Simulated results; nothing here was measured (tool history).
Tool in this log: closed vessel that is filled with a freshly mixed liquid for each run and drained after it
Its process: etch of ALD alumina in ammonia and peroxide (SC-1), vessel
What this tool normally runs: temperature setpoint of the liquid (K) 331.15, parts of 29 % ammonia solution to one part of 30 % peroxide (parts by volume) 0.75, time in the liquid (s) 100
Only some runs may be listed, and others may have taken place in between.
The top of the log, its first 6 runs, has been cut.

| run | hour | temperature setpoint of the liquid (K) | parts of 29 % ammonia solution to one part of 30 % peroxide (parts by volume) | time in the liquid (s) | read-back film thickness of the ALD alumina reference wafer, read on the same gauge (nm) | thickness taken off the ALD alumina on a monitor wafer (angstrom) |
|---|---|---|---|---|---|---|
| 7 | 423.0 | 331.15 | 0.75 | 100 | 120.00 | 70.1 |
|  | 448.8 | new drum of ammonia solution connected |
| 8 | 506.8 | 331.15 | 0.95 | 100 | 120.02 | 71.0 |
| 9 | 556.8 | 331.15 | 0.95 | 100 | 120.02 | 71.3 |
| 10 | 638.8 | 339.65 | 0.55 | 45 | 120.00 | 47.4 |
| 11 | 714.2 | 321.15 | 0.90 | 120 | 119.98 | 50.5 |
| 12 | 778.5 | 328.15 | 1.05 | 125 | 120.02 | 78.5 |
|  | 789.2 | ammonia flow meter replaced |
|  | 804.5 | thermometer replaced |
| 13 | 918.3 | 335.65 | 0.40 | 100 | 119.98 | 76.8 |
| 14 | 979.3 | 340.15 | 1.00 | 75 | 119.97 | 79.0 |
| 15 | 1073.2 | 339.65 | 0.55 | 45 | 120.00 | 45.1 |
| 16 | 1207.3 | 331.15 | 0.65 | 70 | 119.97 | 46.6 |
| 17 | 1247.9 | 331.15 | 0.75 | 100 | 119.99 | 66.7 |
| 18 | 1447.4 | 326.65 | 0.40 | 80 | 120.01 | 40.2 |
|  | 1551.7 | new drum of ammonia solution connected |
| 19 | 1555.2 | 331.15 | 0.75 | 160 | 119.96 | 108.8 |
| 20 | 1598.6 | 328.15 | 0.75 | 100 | 119.99 | 57.9 |
| 21 | 1661.5 | 324.65 | 0.60 | 100 | 120.03 | 47.4 |
| 22 | 1760.1 | 324.65 | 1.05 | 150 | 120.00 | 75.4 |
| 23 | 1807.5 | 331.15 | 0.75 | 55 | 119.99 | 38.0 |
| 24 | 1862.6 | 331.15 | 0.75 | 100 | 119.99 | 69.4 |
| 25 | 1951.4 | 338.65 | 0.60 | 60 | 119.97 | 59.0 |
| 26 | 2023.6 | 331.15 | 0.75 | 100 | 120.04 | 70.5 |
|  | 2062.3 | ammonia flow meter replaced |
| 27 | 2072.0 | 322.65 | 1.00 | 55 | 119.94 | 25.3 |
|  | 2153.9 | thermometer replaced |
| 28 | 2156.8 | 322.15 | 1.10 | 115 | 119.96 | 47.7 |
| 29 | 2237.0 | 323.65 | 0.75 | 100 | 119.97 | 44.3 |
| 30 | 2275.8 | 331.15 | 0.75 | 45 | 120.01 | 29.5 |

Predict each of these 3 candidate next runs independently; none follows another, all start after run 30:
| A | 2276.5 | 331.15 | 0.45 | 100 | ? | ? |
| B | 2276.5 | 323.65 | 1.00 | 80 | ? | ? |
| C | 2276.5 | 337.15 | 0.55 | 135 | ? | ? |

| run | read-back film thickness of the ALD alumina reference wafer, read on the same gauge (nm) | thickness taken off the ALD alumina on a monitor wafer (angstrom) |
|---|---|---|
| A | 119.97 | 62.4 |
| B | 119.97 | 36.1 |
| C | 119.97 | 116.5 |
What these runs would have given with no unlogged condition in the tool:
| run | thickness taken off the ALD alumina on a monitor wafer (angstrom) |
|---|---|
| A | 61.8 |
| B | 35.7 |
| C | 115.5 |
